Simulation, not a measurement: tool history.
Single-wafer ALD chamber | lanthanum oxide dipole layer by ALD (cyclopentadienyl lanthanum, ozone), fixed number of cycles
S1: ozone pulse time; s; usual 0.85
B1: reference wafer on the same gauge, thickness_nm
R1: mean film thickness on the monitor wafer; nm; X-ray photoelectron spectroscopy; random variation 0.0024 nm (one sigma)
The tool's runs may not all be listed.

run    hour    S1     B1     R1
  1       0  1.06  0.408  0.512
  2    66.5  0.61  0.408  0.431
  3   143.3  0.61  0.409  0.429
  4   249.5  0.85  0.408  0.481
  5   316.1  0.85  0.407  0.476
  6   548.4  0.85  0.408  0.473
      578.1  -- thermocouple changed; heater temperature recalibrated
      607.8  -- showerhead replaced
  7   620.3  0.85  0.408  0.471
  8   702.3  0.85  0.408  0.471
  9   801.5  0.98  0.408  0.492
 10   838.5  1.17  0.409  0.515
 11   876.9  0.85  0.408  0.467
 12   973.7  1.04  0.408  0.494
        978  -- gauge calibrated
      990.1  -- ozone generator serviced
 13  1077.2  0.63  0.407  0.439
 14  1176.4  0.55  0.408  0.421
 15  1219.3  0.85  0.408  0.483
 16  1271.3  0.85  0.408  0.481
 17  1311.8  0.62  0.409  0.434

The tool's hidden state at each run:
wafer temperature above the value expected at the setpoint (K): 0 in every run
gauge reads high (%): 0 in every run
H1: ozone dose above that of a generator just serviced (%)
run     H1
  1  -7.26
  2  -7.79
  3   -8.4
  4  -9.25
  5  -9.78
  6  -11.6
  7  -12.2
  8  -12.8
  9  -13.6
 10  -13.9
 11  -14.2
 12    -15
 13  -2.88
 14  -3.67
 15  -4.01
 16  -4.42
 17  -4.74
